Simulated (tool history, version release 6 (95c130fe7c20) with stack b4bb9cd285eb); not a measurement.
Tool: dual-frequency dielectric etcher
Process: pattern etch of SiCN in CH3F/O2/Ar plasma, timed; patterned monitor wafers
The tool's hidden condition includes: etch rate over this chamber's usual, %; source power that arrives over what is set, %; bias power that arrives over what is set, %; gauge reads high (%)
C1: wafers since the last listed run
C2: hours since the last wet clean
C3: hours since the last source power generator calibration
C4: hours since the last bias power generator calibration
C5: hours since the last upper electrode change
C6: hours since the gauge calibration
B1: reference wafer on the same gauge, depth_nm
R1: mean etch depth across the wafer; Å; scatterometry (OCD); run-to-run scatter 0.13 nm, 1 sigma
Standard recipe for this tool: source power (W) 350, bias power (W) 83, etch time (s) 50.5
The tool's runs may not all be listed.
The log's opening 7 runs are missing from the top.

run 8 hour=94.6 | source_power_(W)=350 bias_power_(W)=83 etch_time_(s)=50.5 | C1=166 C2=346.5 C3=1980.5 C4=3108.9 C5=5088.7 C6=339.9 | B1=20.26 | R1=200.1
run 9 hour=101.8 | source_power_(W)=350 bias_power_(W)=83 etch_time_(s)=60.5 | C1=80 C2=353.7 C3=1987.7 C4=3116.1 C5=5095.9 C6=347.1 | B1=20.16 | R1=238.4
run 10 hour=111.2 | source_power_(W)=350 bias_power_(W)=83 etch_time_(s)=50.5 | C1=105 C2=363.1 C3=1997.1 C4=3125.5 C5=5105.3 C6=356.5 | B1=20.25 | R1=201.9
run 11 hour=127.8 | source_power_(W)=350 bias_power_(W)=83 etch_time_(s)=50.5 | C1=185 C2=379.7 C3=2013.7 C4=3142.1 C5=5121.9 C6=373.1 | B1=20.18 | R1=200.4
run 12 hour=144.3 | source_power_(W)=350 bias_power_(W)=83 etch_time_(s)=50.5 | C1=184 C2=396.2 C3=2030.2 C4=3158.6 C5=5138.4 C6=389.6 | B1=20.21 | R1=201.1
run 13 hour=157 | source_power_(W)=350 bias_power_(W)=83 etch_time_(s)=50.5 | C1=142 C2=408.9 C3=2042.9 C4=3171.3 C5=5151.1 C6=402.3 | B1=20.19 | R1=201
-- hour=180 bias power generator calibrated
-- hour=193.5 upper electrode replaced
run 14 hour=194 | source_power_(W)=350 bias_power_(W)=83 etch_time_(s)=50.5 | C1=218 C2=445.9 C3=2079.9 C4=14 C5=0.5 C6=439.3 | B1=20.12 | R1=200
run 15 hour=194.3 | source_power_(W)=350 bias_power_(W)=83 etch_time_(s)=50.5 | C1=3 C2=446.2 C3=2080.2 C4=14.3 C5=0.8 C6=439.6 | B1=20.17 | R1=200.7
run 16 hour=194.7 | source_power_(W)=310 bias_power_(W)=94 etch_time_(s)=40.5 | C1=4 C2=446.6 C3=2080.6 C4=14.7 C5=1.2 C6=440 | B1=20.21 | R1=160.4

Run 17 comes next. What will it give?
-- hour=197.1 gauge calibrated
run 17 hour=210.2 | source_power_(W)=350 bias_power_(W)=83 etch_time_(s)=50.5 | C1=173 C2=462.1 C3=2096.1 C4=30.2 C5=16.7 C6=13.1 | B1=? | R1=?

{"run 17": {"B1": 20.16, "R1": 200.6}}
On a tool with no hidden condition, and with the same random variation, this run would have come out at R1 200.6 Å.
